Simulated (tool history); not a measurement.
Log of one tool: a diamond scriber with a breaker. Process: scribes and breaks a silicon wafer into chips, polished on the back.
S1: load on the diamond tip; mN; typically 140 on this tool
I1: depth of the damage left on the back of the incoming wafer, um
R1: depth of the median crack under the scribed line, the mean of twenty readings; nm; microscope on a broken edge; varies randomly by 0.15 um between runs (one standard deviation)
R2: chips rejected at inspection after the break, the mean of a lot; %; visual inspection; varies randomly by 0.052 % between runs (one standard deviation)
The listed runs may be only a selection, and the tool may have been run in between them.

| run | hour | S1 | I1 | R1 | R2 |
|---|---|---|---|---|---|
| 1 | 0 | 140 | 0.01 | 12160 | 1.04 |
| 2 | 69.6 | 140 | 0.03 | 11920 | 1.12 |
| 3 | 143.1 | 140 | 0.02 | 11810 | 1.21 |
| 4 | 222.4 | 140 | 0.05 | 11680 | 1.26 |
| 5 | 277.3 | 140 | 0.04 | 11380 | 1.37 |
| 6 | 340.8 | 155 | 0.02 | 12520 | 0.67 |
| 7 | 416.9 | 155 | 0.01 | 12820 | 0.74 |
| 8 | 479.1 | 155 | 0.03 | 12640 | 0.72 |
| 9 | 544.1 | 140 | 0.01 | 11360 | 1.5 |
| 10 | 691.9 | 156 | 0.01 | 12780 | 0.76 |
| 11 | 770.7 | 170 | 0.02 | 13170 | 0.93 |
|  | 802.2 | diamond tip replaced by a new one |
| 12 | 848.1 | 176 | 0.04 | 14590 | 3.41 |
|  | 883.8 | load on the tip recalibrated |
| 13 | 920 | 113 | 0.02 | 10070 | 3.92 |
| 14 | 992 | 140 | 0.02 | 11990 | 0.89 |
| 15 | 1029.6 | 106 | 0.04 | 9680 | 7.07 |
| 16 | 1095.6 | 124 | 0.03 | 10790 | 3.04 |
| 17 | 1186.8 | 160 | 0.02 | 12970 | 0.74 |

Each row is a separate what-if for the run after 17, all from the same tool condition, not one after another. Results?
| A | 1187.5 | 159 | 0.03 | ? | ? |
| B | 1187.5 | 126 | 0.03 | ? | ? |
| C | 1187.5 | 121 | 0.03 | ? | ? |

| run | R1 | R2 |
|---|---|---|
| A | 13040 | 0.83 |
| B | 10940 | 3.06 |
| C | 10610 | 4.14 |
Take away the tool's hidden state, keep each run's random variation, and the runs would have read:
| run | R1 | R2 |
|---|---|---|
| A | 13920 | 1.73 |
| B | 11690 | 1.44 |
| C | 11330 | 2.09 |

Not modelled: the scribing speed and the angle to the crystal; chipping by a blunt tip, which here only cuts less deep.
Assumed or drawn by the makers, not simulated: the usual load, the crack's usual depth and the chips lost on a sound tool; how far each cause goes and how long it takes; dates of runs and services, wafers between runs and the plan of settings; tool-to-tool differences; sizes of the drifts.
